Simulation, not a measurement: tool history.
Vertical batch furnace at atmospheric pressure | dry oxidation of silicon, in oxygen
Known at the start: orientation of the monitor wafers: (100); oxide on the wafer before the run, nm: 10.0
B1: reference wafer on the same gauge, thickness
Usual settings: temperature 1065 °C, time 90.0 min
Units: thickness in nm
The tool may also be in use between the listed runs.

{"run": 1, "day": 0.0, "temperature": 1065, "time": 90.0, "B1": 108.02, "thickness": 127.13}
{"run": 2, "day": 3.125, "temperature": 1065, "time": 90.0, "B1": 107.95, "thickness": 127.23}
{"run": 3, "day": 5.692, "temperature": 1065, "time": 90.0, "B1": 107.98, "thickness": 127.55}
{"run": 4, "day": 6.862, "temperature": 1060, "time": 117.0, "B1": 108.02, "thickness": 146.8}
{"run": 5, "day": 9.379, "temperature": 1060, "time": 117.0, "B1": 107.87, "thickness": 145.18}
{"run": 6, "day": 14.138, "temperature": 1050, "time": 90.0, "B1": 108.01, "thickness": 113.99}
{"run": 7, "day": 15.462, "temperature": 1050, "time": 90.0, "B1": 108.08, "thickness": 113.74}
{"run": 8, "day": 17.429, "temperature": 1050, "time": 90.0, "B1": 107.97, "thickness": 114.53}
{"run": 9, "day": 19.175, "temperature": 1049, "time": 90.0, "B1": 108.0, "thickness": 113.35}
{"run": 10, "day": 21.429, "temperature": 1049, "time": 90.0, "B1": 107.97, "thickness": 114.39}
{"run": 11, "day": 23.262, "temperature": 1049, "time": 90.0, "B1": 108.04, "thickness": 114.99}
{"run": 12, "day": 30.35, "temperature": 1065, "time": 121.0, "B1": 107.93, "thickness": 154.71}
{"run": 13, "day": 32.871, "temperature": 1065, "time": 121.0, "B1": 108.05, "thickness": 155.87}
{"run": 14, "day": 34.246, "temperature": 1065, "time": 118.5, "B1": 107.87, "thickness": 153.19}
{"run": 15, "day": 35.938, "temperature": 1065, "time": 118.5, "B1": 107.87, "thickness": 152.38}
{"run": 16, "day": 37.804, "temperature": 1065, "time": 118.5, "B1": 107.78, "thickness": 153.5}
{"run": 17, "day": 38.812, "temperature": 1065, "time": 90.0, "B1": 108.09, "thickness": 128.64}
{"run": 18, "day": 40.9, "temperature": 1065, "time": 90.0, "B1": 107.93, "thickness": 129.28}
{"run": 19, "day": 47.254, "temperature": 1065, "time": 90.0, "B1": 107.8, "thickness": 130.29}
{"run": 20, "day": 50.133, "temperature": 1051, "time": 119.0, "B1": 107.99, "thickness": 138.61}
{"day": 51.988, "done": "gauge calibrated"}
{"run": 21, "day": 52.362, "temperature": 1077, "time": 114.0, "B1": 108.12, "thickness": 164.08}
{"day": 53.658, "done": "boat lift adjusted"}
{"run": 22, "day": 55.083, "temperature": 1065, "time": 122.0, "B1": 107.85, "thickness": 156.91}
{"day": 56.854, "done": "thermocouples replaced and temperature profile calibrated"}
{"run": 23, "day": 56.921, "temperature": 1089, "time": 124.0, "B1": 108.17, "thickness": 181.84}
{"run": 24, "day": 58.921, "temperature": 1065, "time": 90.0, "B1": 108.11, "thickness": 123.89}
{"run": 25, "day": 61.129, "temperature": 1065, "time": 90.0, "B1": 107.95, "thickness": 123.99}
{"run": 26, "day": 62.692, "temperature": 1065, "time": 90.0, "B1": 107.95, "thickness": 126.05}
{"run": 27, "day": 64.408, "temperature": 1075, "time": 106.5, "B1": 108.1, "thickness": 149.75}
{"run": 28, "day": 66.604, "temperature": 1047, "time": 114.5, "B1": 107.91, "thickness": 127.32}
{"run": 29, "day": 68.225, "temperature": 1040, "time": 90.0, "B1": 107.88, "thickness": 103.27}
{"run": 30, "day": 71.254, "temperature": 1065, "time": 90.0, "B1": 108.1, "thickness": 125.5}
{"run": 31, "day": 73.271, "temperature": 1058, "time": 131.5, "B1": 107.87, "thickness": 151.67}
{"run": 32, "day": 76.079, "temperature": 1065, "time": 119.5, "B1": 108.14, "thickness": 149.75}
{"run": 33, "day": 78.275, "temperature": 1085, "time": 56.0, "B1": 107.88, "thickness": 108.39}
{"run": 34, "day": 80.367, "temperature": 1065, "time": 90.0, "B1": 108.05, "thickness": 125.92}
{"run": 35, "day": 82.167, "temperature": 1089, "time": 71.5, "B1": 107.93, "thickness": 130.13}
{"run": 36, "day": 83.579, "temperature": 1072, "time": 53.0, "B1": 108.07, "thickness": 95.32}

4 ways to go on from here, each from the tool as it stands after run 36. What would each give?
{"run": "A", "day": 83.825, "temperature": 1065, "time": 90.0, "B1": "?", "thickness": "?"}
{"run": "B", "day": 83.825, "temperature": 1047, "time": 118.0, "B1": "?", "thickness": "?"}
{"run": "C", "day": 83.825, "temperature": 1042, "time": 53.5, "B1": "?", "thickness": "?"}
{"run": "D", "day": 83.825, "temperature": 1056, "time": 127.0, "B1": "?", "thickness": "?"}

run=A B1=107.82 thickness=126.21
run=B B1=107.82 thickness=130.50
run=C B1=107.82 thickness=75.96
run=D B1=107.82 thickness=146.61
Without the tool's hidden state the same runs would have given:
run=A thickness=125.17
run=B thickness=129.38
run=C thickness=75.27
run=D thickness=145.40
